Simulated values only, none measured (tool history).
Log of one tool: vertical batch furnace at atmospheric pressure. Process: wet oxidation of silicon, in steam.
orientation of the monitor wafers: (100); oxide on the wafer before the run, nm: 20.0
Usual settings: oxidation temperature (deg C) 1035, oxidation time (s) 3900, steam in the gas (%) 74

run	day	oxidation temperature (deg C)	oxidation time (s)	steam in the gas (%)	read-back reference wafer on the same gauge, thickness	oxide thickness on the monitor wafer (nm)
1	0	1035	3900	65	406.86	420.34
2	1.146	1035	3900	74	407.14	456.32
3	2.496	1035	3900	74	406.88	456.87
4	3.571	1035	3900	81	407	482.25
5	4.725	1035	3900	74	406.73	457.25
6	5.479	1035	3900	74	407.14	457.96
7	6.571	1035	3900	74	406.98	456.97
8	7.742	1050	3900	74	407.16	495.29
9	8.758	1050	3900	74	406.95	494.62
10	9.304	1050	3900	74	406.97	495.54
11	10.271	1035	3900	74	406.96	455.66
# day 11.446: thermocouples replaced and temperature profile calibrated
# day 11.504: steam generator serviced
12	11.525	1035	3900	74	407.19	446.78
13	12.358	1048	3900	74	406.97	478.92
14	13.583	1035	3900	74	407.02	448.38
15	14.875	1035	3900	74	407.06	446.5
16	15.854	1048	3900	70	406.96	463.82
17	16.775	1035	5640	74	407.07	561.19
18	17.804	1056	5700	65	406.94	579.52
19	19.871	1035	3900	74	407.26	447.12
20	20.421	1035	3900	65	406.8	412.26
# day 20.958: gauge calibrated
21	21.871	1035	3900	74	407.17	448.58
22	23.008	1035	4830	74	407.1	510.06

The next listed run, before its measurement:
23	24.438	1053	5400	63	?	?

read-back reference wafer on the same gauge, thickness: 406.84
oxide thickness on the monitor wafer (nm): 542.27
Without the tool's hidden state the same run would have given oxide thickness on the monitor wafer (nm) 539.13.
